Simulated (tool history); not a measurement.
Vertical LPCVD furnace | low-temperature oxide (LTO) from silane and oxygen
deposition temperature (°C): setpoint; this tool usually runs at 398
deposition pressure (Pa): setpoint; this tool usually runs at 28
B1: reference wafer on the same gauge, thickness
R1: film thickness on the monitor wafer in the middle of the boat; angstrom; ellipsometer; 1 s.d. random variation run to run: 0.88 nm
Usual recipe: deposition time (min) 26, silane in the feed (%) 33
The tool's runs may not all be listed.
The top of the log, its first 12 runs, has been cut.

Run 13, hour 626.2: usual settings but deposition pressure (Pa) 22.7, deposition time (min) 17.5; B1 202.99. Result: R1 1024 angstrom.
Run 14, hour 690: usual settings but deposition pressure (Pa) 30.7; B1 203.2. Result: R1 2068.3 angstrom.
At hour 716.4: gauge calibrated.
At hour 742.4: thermocouples replaced and temperature profile calibrated, repeated, since the last time left the tool worse.
Run 15, hour 742.9: usual settings; B1 202.72. Result: R1 1784.8 angstrom.
Run 16, hour 796.8: usual settings but deposition temperature (°C) 406, deposition pressure (Pa) 25.3, deposition time (min) 35; B1 202.93. Result: R1 2367.6 angstrom.
Run 17, hour 837.6: usual settings; B1 203.03. Result: R1 1787.7 angstrom.
Run 18, hour 877.6: usual settings but deposition temperature (°C) 391, deposition pressure (Pa) 30.7, deposition time (min) 16.5, silane in the feed (%) 30; B1 202.77. Result: R1 992 angstrom.
Run 19, hour 941.5: usual settings but deposition pressure (Pa) 34.7, deposition time (min) 22.5, silane in the feed (%) 29; B1 202.94. Result: R1 1588.4 angstrom.
Run 20, hour 1007.3: usual settings but deposition temperature (°C) 393, deposition pressure (Pa) 25.3, deposition time (min) 32.5, silane in the feed (%) 38; B1 202.84. Result: R1 2292.6 angstrom.
Run 21, hour 1077.1: usual settings but deposition temperature (°C) 386, deposition pressure (Pa) 25.3, deposition time (min) 34, silane in the feed (%) 39; B1 202.83. Result: R1 2298.3 angstrom.
Run 22, hour 1114.5: usual settings but deposition temperature (°C) 409, deposition pressure (Pa) 22.7; B1 203.06. Result: R1 1643.4 angstrom.
Run 23, hour 1170.6: usual settings but deposition temperature (°C) 406, deposition pressure (Pa) 32, deposition time (min) 17, silane in the feed (%) 35; B1 202.66. Result: R1 1598.5 angstrom.

Run 24 is up next; what results do you expect?
Run 24, hour 1212: usual settings but deposition time (min) 22; B1 ?. Result: R1 ?.

{"run 24": {"B1": 202.92, "R1": 1516.1}}
Without the tool's hidden state the same run would have given R1 1508 angstrom.
